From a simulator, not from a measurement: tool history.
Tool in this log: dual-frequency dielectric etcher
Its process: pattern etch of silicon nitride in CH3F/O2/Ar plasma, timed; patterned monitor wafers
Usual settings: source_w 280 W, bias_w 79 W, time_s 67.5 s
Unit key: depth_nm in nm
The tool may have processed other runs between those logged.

run   hour  source_w  bias_w  time_s  read-back reference wafer on the same gauge, depth_nm  depth_nm
  1      0       280      84    67.5                                                  38.16     46.12
  2   66.8       280      84    67.5                                                  38.17      46.6
  3  166.2       320      79    67.5                                                  38.09     48.02
  4  198.3       320      79    67.5                                                  38.14     48.52
  5  261.7       320      79    67.5                                                  38.02     48.56
  6  331.9       280      79    67.5                                                  38.08     45.34
  7  384.8       280      79    67.5                                                  38.06     45.02
  8  428.3       280      79    67.5                                                  38.11     45.46
  9    484       340      93    67.5                                                  38.06     52.14
 10    536       240      88    60.5                                                  38.08     39.72
 11    572       280      66    80.5                                                   38.1     51.48
 12  617.2       280      79    67.5                                                  38.09     45.56
 13  684.5       260      79    67.5                                                  38.06     43.84
 14  719.3       280      79    67.5                                                  38.12     45.49
 15  779.5       260      64      51                                                  38.14     30.61
 16  817.8       280      79    67.5                                                  38.11     45.37
 17  859.4       210      65    85.5                                                  38.14      46.6

The log once held 6 entries between its listed runs, left out of this copy. Where does each go, and what is different about the tool's unlogged condition between the listed run before it and the listed run after it?
After run 2, before run 3: wet clean of the chamber (hour 96.5)
  nothing in the hidden state changes from one run to the other
After run 5, before run 6: gauge calibrated (hour 296.7)
  nothing in the hidden state changes from one run to the other
After run 6, before run 7: bias power generator calibrated (hour 378.7)
  nothing in the hidden state changes from one run to the other
After run 8, before run 9: source power generator calibrated (hour 471.3)
  nothing in the hidden state changes from one run to the other
After run 9, before run 10: wet clean of the chamber (hour 535.5)
  nothing in the hidden state changes from one run to the other
After run 12, before run 13: upper electrode replaced (hour 676.7)
  nothing in the hidden state changes from one run to the other

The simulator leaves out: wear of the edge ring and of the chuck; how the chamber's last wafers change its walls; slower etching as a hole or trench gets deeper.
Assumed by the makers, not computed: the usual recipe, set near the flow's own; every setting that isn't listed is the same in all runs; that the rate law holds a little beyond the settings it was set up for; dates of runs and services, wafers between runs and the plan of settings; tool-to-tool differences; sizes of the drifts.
